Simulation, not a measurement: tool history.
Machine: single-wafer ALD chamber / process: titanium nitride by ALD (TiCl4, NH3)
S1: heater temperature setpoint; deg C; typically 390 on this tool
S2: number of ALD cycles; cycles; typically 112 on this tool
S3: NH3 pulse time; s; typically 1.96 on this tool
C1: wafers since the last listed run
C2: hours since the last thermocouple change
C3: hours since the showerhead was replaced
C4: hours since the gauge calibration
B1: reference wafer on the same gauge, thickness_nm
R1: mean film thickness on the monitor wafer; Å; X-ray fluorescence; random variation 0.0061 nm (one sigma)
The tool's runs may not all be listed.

Run 1, hour 0: usual settings; C1 0; C2 1680.4; C3 2867.6; C4 590.2; B1 2.297. Result: R1 24.49 Å.
Run 2, hour 21.8: usual settings; C1 68; C2 1702.2; C3 2889.4; C4 612; B1 2.3. Result: R1 24.38 Å.
Run 3, hour 40.1: usual settings; C1 57; C2 1720.5; C3 2907.7; C4 630.3; B1 2.301. Result: R1 24.41 Å.
Run 4, hour 61.5: usual settings; C1 67; C2 1741.9; C3 2929.1; C4 651.7; B1 2.301. Result: R1 24.42 Å.
Run 5, hour 74.3: usual settings; C1 40; C2 1754.7; C3 2941.9; C4 664.5; B1 2.301. Result: R1 24.38 Å.
Run 6, hour 100.5: usual settings; C1 82; C2 1780.9; C3 2968.1; C4 690.7; B1 2.303. Result: R1 24.37 Å.
Run 7, hour 120.3: usual settings; C1 62; C2 1800.7; C3 2987.9; C4 710.5; B1 2.303. Result: R1 24.35 Å.
Run 8, hour 132.3: usual settings; C1 37; C2 1812.7; C3 2999.9; C4 722.5; B1 2.304. Result: R1 24.56 Å.
Run 9, hour 165.7: usual settings but S1 384 deg C; C1 105; C2 1846.1; C3 3033.3; C4 755.9; B1 2.305. Result: R1 24.26 Å.
Run 10, hour 218.2: usual settings but S1 384 deg C; C1 165; C2 1898.6; C3 3085.8; C4 808.4; B1 2.308. Result: R1 24.49 Å.
Run 11, hour 235: usual settings but S1 384 deg C; C1 52; C2 1915.4; C3 3102.6; C4 825.2; B1 2.307. Result: R1 24.37 Å.
Run 12, hour 247.6: usual settings but S1 382 deg C; C1 39; C2 1928; C3 3115.2; C4 837.8; B1 2.31. Result: R1 24.35 Å.
Run 13, hour 263.1: usual settings; C1 48; C2 1943.5; C3 3130.7; C4 853.3; B1 2.31. Result: R1 24.45 Å.
Run 14, hour 282.1: usual settings; C1 59; C2 1962.5; C3 3149.7; C4 872.3; B1 2.31. Result: R1 24.54 Å.
Run 15, hour 379.4: usual settings; C1 306; C2 2059.8; C3 3247; C4 969.6; B1 2.316. Result: R1 24.76 Å.
Run 16, hour 407: usual settings; C1 86; C2 2087.4; C3 3274.6; C4 997.2; B1 2.317. Result: R1 24.7 Å.
Run 17, hour 432.2: usual settings; C1 79; C2 2112.6; C3 3299.8; C4 1022.4; B1 2.317. Result: R1 24.65 Å.
Run 18, hour 446.5: usual settings; C1 44; C2 2126.9; C3 3314.1; C4 1036.7; B1 2.32. Result: R1 24.68 Å.
Run 19, hour 466.4: usual settings; C1 62; C2 2146.8; C3 3334; C4 1056.6; B1 2.321. Result: R1 24.73 Å.
Run 20, hour 481.8: usual settings but S2 93 cycles; C1 48; C2 2162.2; C3 3349.4; C4 1072; B1 2.321. Result: R1 20.52 Å.
Run 21, hour 512.2: usual settings; C1 95; C2 2192.6; C3 3379.8; C4 1102.4; B1 2.323. Result: R1 24.79 Å.
Run 22, hour 540.4: usual settings but S1 385 deg C, S2 101 cycles; C1 88; C2 2220.8; C3 3408; C4 1130.6; B1 2.323. Result: R1 22.19 Å.
Run 23, hour 563.8: usual settings; C1 73; C2 2244.2; C3 3431.4; C4 1154; B1 2.327. Result: R1 24.77 Å.
Run 24, hour 590.8: usual settings; C1 84; C2 2271.2; C3 3458.4; C4 1181; B1 2.331. Result: R1 24.76 Å.
At hour 606.4: thermocouple changed; heater temperature recalibrated.
Run 25, hour 621.5: usual settings but S1 401 deg C, S2 104 cycles, S3 2.24 s; C1 71; C2 15.1; C3 3489.1; C4 1211.7; B1 2.33. Result: R1 23.32 Å.
Run 26, hour 652.7: usual settings but S1 400 deg C, S3 2.59 s; C1 98; C2 46.3; C3 3520.3; C4 1242.9; B1 2.331. Result: R1 25.3 Å.
Run 27, hour 679.4: usual settings but S1 399 deg C, S2 97 cycles, S3 1.75 s; C1 83; C2 73; C3 3547; C4 1269.6; B1 2.335. Result: R1 21.61 Å.
At hour 708.9: gauge calibrated.
At hour 713.9: showerhead replaced.
Run 28, hour 714.4: usual settings but S1 384 deg C; C1 84; C2 108; C3 0.5; C4 5.5; B1 2.273. Result: R1 23.98 Å.
Run 29, hour 745.9: usual settings but S1 376 deg C; C1 99; C2 139.5; C3 32; C4 37; B1 2.274. Result: R1 23.94 Å.

Run 30, settings as shown, results not yet in. Your forecast:
Run 30, hour 765.3: usual settings but S1 397 deg C, S2 97 cycles, S3 2.55 s; C1 61; C2 158.9; C3 51.4; C4 56.4; B1 ?. Result: R1 ?.

B1: 2.274
R1: 21.19 Å
The same run, on a tool lacking any hidden state, would have yielded R1 21.25 Å.

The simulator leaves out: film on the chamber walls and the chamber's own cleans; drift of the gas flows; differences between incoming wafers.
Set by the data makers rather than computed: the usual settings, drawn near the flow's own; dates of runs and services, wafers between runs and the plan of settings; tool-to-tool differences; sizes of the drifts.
